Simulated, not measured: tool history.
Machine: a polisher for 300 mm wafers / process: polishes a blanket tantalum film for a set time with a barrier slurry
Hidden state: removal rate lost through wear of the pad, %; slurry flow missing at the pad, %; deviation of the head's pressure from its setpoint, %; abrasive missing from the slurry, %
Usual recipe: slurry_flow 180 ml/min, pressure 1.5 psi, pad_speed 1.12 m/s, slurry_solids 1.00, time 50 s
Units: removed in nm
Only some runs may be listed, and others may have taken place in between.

run    hour  slurry_flow  pressure  pad_speed  slurry_solids  time  wafers since the last listed run  wafers polished on this pad  hours since the slurry nozzle was cleaned  hours since the head pressure was calibrated  hours since the slurry blender was calibrated  incoming thickness of the incoming film, nm  removed
  1     0.0          180       1.5       1.12           1.00    50                                 0                          475                                      124.5                                         540.4                                           62.9                                        287.5     58.4
  2    39.3          180       1.5       1.12           1.00    50                               443                          918                                      163.8                                         579.7                                          102.2                                        289.2     59.1
  3    68.8          180       1.5       1.12           1.10    59                               332                         1251                                      193.3                                         609.2                                          131.7                                        290.9     70.6
  4    98.5          180       1.5       1.12           1.10    59                               334                         1586                                      223.0                                         638.9                                          161.4                                        291.7     69.2
  5   133.1          180       1.5       1.12           1.10    59                               390                         1976                                      257.6                                         673.5                                          196.0                                        291.0     70.5
  6   197.9          160       1.7       1.12           1.00    50                               730                         2706                                      322.4                                         738.3                                          260.8                                        291.7     62.8
      247.9  -- slurry nozzle cleaned
  7   268.0          180       1.1       1.12           1.15    50                               779                         3486                                       20.1                                         808.4                                          330.9                                        291.1     43.0
  8   302.4          180       1.5       1.12           1.00    50                               387                         3873                                       54.5                                         842.8                                          365.3                                        288.2     56.7
  9   334.9          210       1.1       1.12           1.00    45                               366                         4240                                       87.0                                         875.3                                          397.8                                        289.9     38.0
      364.3  -- worn pad replaced by a new one
      383.2  -- slurry blender recalibrated
 10   403.9          180       1.5       1.38           1.25    50                               710                          423                                      156.0                                         944.3                                           20.7                                        290.3     72.1
 11   431.5          180       1.5       1.12           1.00    50                               311                          735                                      183.6                                         971.9                                           48.3                                        288.5     58.0
 12   489.8          180       1.3       1.42           0.85    41                               657                         1392                                      241.9                                        1030.2                                          106.6                                        291.2     47.4
 13   555.3          180       1.1       1.50           0.80    63                               738                         2131                                      307.4                                        1095.7                                          172.1                                        295.1     62.2
 14   581.1          160       1.7       1.12           1.00    50                               290                         2421                                      333.2                                        1121.5                                          197.9                                        289.6     63.1
 15   648.6          180       1.9       1.12           1.15    50                               761                         3183                                      400.7                                        1189.0                                          265.4                                        289.4     73.9
      654.5  -- slurry nozzle cleaned
 16   680.8          120       1.5       1.12           1.00    50                               351                         3534                                       26.3                                        1221.2                                          297.6                                        286.1     52.9
 17   741.1          180       1.5       1.12           1.00    50                               679                         4214                                       86.6                                        1281.5                                          357.9                                        289.3     56.1
      758.0  -- slurry blender recalibrated
 18   794.8          180       1.5       1.12           1.10    59                               582                         4797                                      140.3                                        1335.2                                           36.8                                        285.5     66.9
 19   837.8          180       1.1       0.82           1.00    50                               484                         5282                                      183.3                                        1378.2                                           79.8                                        293.8     32.0
      844.0  -- worn pad replaced by a new one
      867.4  -- head pressure recalibrated
 20   886.3          180       1.5       1.12           1.00    50                               479                          454                                      231.8                                          18.9                                          128.3                                        289.0     58.6
 21   928.4          180       1.8       1.00           1.10    62                               474                          929                                      273.9                                          61.0                                          170.4                                        292.1     79.7
 22   996.8          205       1.2       1.12           1.00    50                               771                         1700                                      342.3                                         129.4                                          238.8                                        286.5     46.9
     1040.6  -- slurry nozzle cleaned
 23  1064.5          180       1.5       1.12           1.00    50                               752                         2452                                       23.9                                         197.1                                          306.5                                        292.4     57.0
 24  1134.7          180       1.3       1.12           1.25    50                               791                         3243                                       94.1                                         267.3                                          376.7                                        293.0     52.3
     1150.2  -- slurry blender recalibrated
 25  1203.1          235       1.5       1.42           1.00    50                               748                         3992                                      162.5                                         335.7                                           52.9                                        288.6     69.9
     1238.0  -- worn pad replaced by a new one
 26  1238.5          180       1.5       1.12           1.00    50                               354                            5                                      197.9                                         371.1                                           88.3                                        288.3     58.5
 27  1262.1          180       1.3       0.80           1.00    45                               266                          271                                      221.5                                         394.7                                          111.9                                        291.9     35.2
 28  1305.6          180       1.5       1.12           1.00    50                               490                          761                                      265.0                                         438.2                                          155.4                                        286.9     57.4
 29  1360.1          195       1.8       0.90           0.85    50                               614                         1376                                      319.5                                         492.7                                          209.9                                        291.9     56.6
 30  1388.4          180       1.5       1.34           0.85    50                               319                         1695                                      347.8                                         521.0                                          238.2                                        288.0     62.8

Below, some changes in removed between adjacent runs. For each, the amount present without the hidden state too (settings, incoming material, random variation) and the amount remaining for the hidden state with gauge scatter not shared by both compared results:
Run 9 -> 10: slurry_flow 210 -> 180, pressure 1.1 -> 1.5, pad_speed 1.12 -> 1.38, slurry_solids 1.00 -> 1.25, time 45 -> 50, worn pad replaced by a new one, slurry blender recalibrated. removed +34.1 nm: hidden state +0.9, all else +33.2.
Run 18 -> 19: pressure 1.5 -> 1.1, pad_speed 1.12 -> 0.82, slurry_solids 1.10 -> 1.00, time 59 -> 50. removed -34.9 nm: hidden state +1.5, all else -36.4.
Run 19 -> 20: pressure 1.1 -> 1.5, pad_speed 0.82 -> 1.12, worn pad replaced by a new one, head pressure recalibrated. removed +26.6 nm: hidden state +1.1, all else +25.5.
Run 21 -> 22: slurry_flow 180 -> 205, pressure 1.8 -> 1.2, pad_speed 1.00 -> 1.12, slurry_solids 1.10 -> 1.00, time 62 -> 50. removed -32.8 nm: hidden state +0.0, all else -32.8.
Run 25 -> 26: slurry_flow 235 -> 180, pad_speed 1.42 -> 1.12, worn pad replaced by a new one. removed -11.4 nm: hidden state +2.5, all else -13.9.
